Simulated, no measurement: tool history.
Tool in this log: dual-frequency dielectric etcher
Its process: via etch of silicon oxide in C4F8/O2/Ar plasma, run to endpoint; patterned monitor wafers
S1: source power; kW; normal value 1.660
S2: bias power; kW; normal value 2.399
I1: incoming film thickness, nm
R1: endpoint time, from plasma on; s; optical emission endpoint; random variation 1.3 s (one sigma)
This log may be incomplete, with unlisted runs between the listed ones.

run 1 day=0.000 | S1=1.660 S2=2.399 | I1=2021.4 | R1=442.1
run 2 day=2.379 | S1=1.660 S2=2.399 | I1=2020.8 | R1=441.3
-- day=4.288 wet clean of the chamber
run 3 day=4.308 | S1=1.660 S2=2.399 | I1=2019.7 | R1=431.4
run 4 day=4.892 | S1=1.930 S2=2.399 | I1=2014.2 | R1=406.1
run 5 day=5.867 | S1=1.930 S2=2.399 | I1=2017.2 | R1=408.0
run 6 day=6.800 | S1=1.660 S2=2.399 | I1=2028.9 | R1=432.1
-- day=7.075 source power generator calibrated
run 7 day=7.808 | S1=1.660 S2=2.399 | I1=2016.7 | R1=430.8
run 8 day=8.838 | S1=1.660 S2=2.399 | I1=2014.5 | R1=430.2
-- day=9.200 bias power generator calibrated
run 9 day=9.975 | S1=1.660 S2=2.688 | I1=2011.8 | R1=418.5
run 10 day=11.288 | S1=1.660 S2=2.688 | I1=2025.4 | R1=426.8
run 11 day=11.829 | S1=1.660 S2=2.688 | I1=2009.2 | R1=421.8
run 12 day=12.858 | S1=1.660 S2=1.860 | I1=2034.9 | R1=463.9
run 13 day=13.700 | S1=1.660 S2=2.399 | I1=2025.7 | R1=434.7
-- day=14.796 upper electrode replaced
run 14 day=14.817 | S1=1.890 S2=2.108 | I1=2022.5 | R1=429.5
run 15 day=14.962 | S1=1.660 S2=2.399 | I1=2026.1 | R1=437.1
run 16 day=15.529 | S1=1.660 S2=2.605 | I1=2005.3 | R1=425.7
run 17 day=16.917 | S1=1.980 S2=2.556 | I1=2007.5 | R1=402.8
run 18 day=17.979 | S1=1.270 S2=2.069 | I1=2022.4 | R1=501.6
run 19 day=18.938 | S1=1.940 S2=1.885 | I1=2019.5 | R1=438.9
run 20 day=20.867 | S1=1.290 S2=2.915 | I1=2017.3 | R1=457.4
run 21 day=22.150 | S1=1.660 S2=2.399 | I1=2007.2 | R1=439.8
run 22 day=23.475 | S1=1.660 S2=2.399 | I1=2001.4 | R1=436.6
-- day=25.150 wet clean of the chamber
run 23 day=25.171 | S1=1.660 S2=2.631 | I1=2025.2 | R1=423.5
run 24 day=25.746 | S1=2.020 S2=2.908 | I1=2028.4 | R1=385.5
run 25 day=26.425 | S1=1.660 S2=2.399 | I1=2015.6 | R1=427.1
run 26 day=27.212 | S1=1.930 S2=2.007 | I1=2030.1 | R1=428.0
run 27 day=28.521 | S1=1.660 S2=2.399 | I1=2003.3 | R1=428.4
run 28 day=30.367 | S1=1.770 S2=2.656 | I1=2021.8 | R1=412.8
run 29 day=31.367 | S1=1.790 S2=2.241 | I1=1991.1 | R1=422.5
run 30 day=32.462 | S1=1.420 S2=2.017 | I1=2015.7 | R1=476.1
run 31 day=33.475 | S1=1.400 S2=2.248 | I1=2013.4 | R1=467.6
run 32 day=37.742 | S1=1.660 S2=2.399 | I1=2005.4 | R1=434.9
run 33 day=38.554 | S1=1.660 S2=2.399 | I1=2008.0 | R1=436.4
run 34 day=39.350 | S1=1.440 S2=2.866 | I1=2019.1 | R1=442.0

Branching from run 34: 5 alternative next runs. What would each branch give?
run A day=39.371 | S1=1.660 S2=1.992 | I1=2041.7 | R1=?
run B day=39.371 | S1=1.370 S2=2.029 | I1=2041.7 | R1=?
run C day=39.371 | S1=1.320 S2=2.753 | I1=2041.7 | R1=?
run D day=39.371 | S1=1.850 S2=2.399 | I1=2041.7 | R1=?
run E day=39.371 | S1=1.260 S2=2.399 | I1=2041.7 | R1=?

run=A R1=459.5
run=B R1=489.5
run=C R1=461.4
run=D R1=424.0
run=E R1=484.8
Without the tool's unlogged condition, the same runs would have read:
run=A R1=450.4
run=B R1=479.8
run=C R1=452.3
run=D R1=415.6
run=E R1=475.2

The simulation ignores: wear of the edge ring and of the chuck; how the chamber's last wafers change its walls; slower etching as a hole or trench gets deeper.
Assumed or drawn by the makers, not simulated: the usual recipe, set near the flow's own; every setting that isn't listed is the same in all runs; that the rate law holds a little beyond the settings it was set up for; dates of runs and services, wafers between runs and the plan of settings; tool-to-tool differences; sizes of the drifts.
